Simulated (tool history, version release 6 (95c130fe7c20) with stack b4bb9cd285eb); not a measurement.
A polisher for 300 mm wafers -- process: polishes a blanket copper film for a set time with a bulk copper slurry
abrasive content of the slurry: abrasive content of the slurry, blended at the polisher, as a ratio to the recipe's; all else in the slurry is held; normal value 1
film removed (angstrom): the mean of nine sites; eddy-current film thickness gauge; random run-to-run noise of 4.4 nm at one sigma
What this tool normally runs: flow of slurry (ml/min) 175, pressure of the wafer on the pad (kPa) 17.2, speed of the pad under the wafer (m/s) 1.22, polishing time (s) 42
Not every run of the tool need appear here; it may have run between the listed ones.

run    hour  flow of slurry (ml/min)  pressure of the wafer on the pad (kPa)  speed of the pad under the wafer (m/s)  abrasive content of the slurry  polishing time (s)  incoming thickness of the incoming film, nm  film removed (angstrom)
  1       0                      175                                    17.2                                    1.22                               1                  42                                       4168.1                     3608
  2    61.2                      175                                    17.2                                    1.22                               1                  42                                       4150.4                     3524
  3   112.7                      175                                    17.2                                    1.22                               1                  32                                       4104.1                     2669
  4   150.8                      175                                    15.9                                    1.22                               1                  42                                         4179                     3296
  5   207.7                      175                                    15.9                                    1.22                               1                  42                                       4215.2                     3240
  6   279.2                      175                                    17.2                                    1.22                               1                  42                                       4176.5                     3423
        282  -- slurry nozzle cleaned
  7     363                      175                                    17.2                                    1.22                               1                  42                                       4131.4                     3387
        405  -- slurry blender recalibrated
  8   414.3                      175                                    17.2                                    1.22                               1                  42                                       4092.7                     3718
        429  -- worn pad replaced by a new one
      436.8  -- head pressure recalibrated
  9   464.3                      175                                    17.2                                    1.22                               1                  42                                       4138.9                     3665
 10   578.1                      210                                    20.7                                    1.22                               1                  42                                       4114.5                     4131
 11   633.1                      210                                    17.2                                    1.22                               1                  42                                         4123                     3704
 12   735.2                      155                                    17.2                                    1.22                               1                  42                                       4224.6                     3506
 13   781.4                      175                                    17.2                                    1.52                               1                  42                                       4108.5                     4264
 14   864.8                      175                                    17.2                                    1.22                               1                  42                                       4073.3                     3408
 15   914.9                      175                                    15.9                                    1.22                             0.8                  42                                       4134.4                     3128
 16  1012.7                      175                                    17.2                                    1.22                             1.2                  42                                       4078.3                     3567
       1032  -- slurry nozzle cleaned
     1066.7  -- worn pad replaced by a new one
       1078  -- slurry blender recalibrated
 17  1110.1                      175                                    17.2                                    0.86                               1                  42                                       4212.8                     2608
 18  1146.4                      155                                    13.1                                     1.6                               1                  36                                       4128.6                     3374
 19  1459.1                      175                                    13.1                                    0.82                             1.3                  48                                       4160.7                     2545
     1649.8  -- worn pad replaced by a new one
 20  1714.1                      175                                    15.9                                    1.22                               1                  42                                       4136.1                     3293
     1758.5  -- slurry blender recalibrated
       1761  -- slurry nozzle cleaned
     1802.8  -- head pressure recalibrated
 21  1809.5                      120                                    18.6                                    1.22                            1.15                  33                                       4147.2                     2882
 22  1905.4                      175                                    17.2                                    1.22                               1                  42                                       4233.3                     3638
 23  1942.8                      175                                    17.2                                    1.22                               1                  42                                       4109.5                     3592
 24  1994.2                      175                                    17.2                                    1.22                               1                  42                                       4084.9                     3656
 25  2097.3                      125                                    17.2                                    1.22                            1.25                  42                                       4172.2                     3556
 26  2170.7                      175                                    17.2                                    1.22                               1                  42                                       4120.1                     3471
 27  2262.2                      175                                    17.2                                    1.22                               1                  42                                         4113                     3476
     2326.2  -- worn pad replaced by a new one
     2426.8  -- slurry blender recalibrated
 28  2450.3                      175                                    22.1                                    1.44                               1                  42                                       4154.1                     5057
     2513.8  -- slurry nozzle cleaned
 29  2693.8                      175                                    13.8                                    1.22                               1                  42                                       4111.1                     3141

5 options for the next run, each taken on its own from the tool as it stands now. Forecast them:
  A  2694.2                      175                                    17.2                                    1.22                               1                  42                                       4189.8                        ?
  B  2694.2                      175                                    12.4                                    1.22                            1.15                  42                                       4189.8                        ?
  C  2694.2                      175                                    17.2                                    1.22                            0.75                  46                                       4189.8                        ?
  D  2694.2                      225                                    17.2                                    1.22                               1                  34                                       4189.8                        ?
  E  2694.2                      175                                    13.1                                    1.36                             1.2                  42                                       4189.8                        ?

run  film removed (angstrom)
  A                     3589
  B                     3062
  C                     3716
  D                     3013
  E                     3532
Without the tool's unlogged condition, the same runs would have read:
run  film removed (angstrom)
  A                     3703
  B                     3162
  C                     3830
  D                     3109
  E                     3647
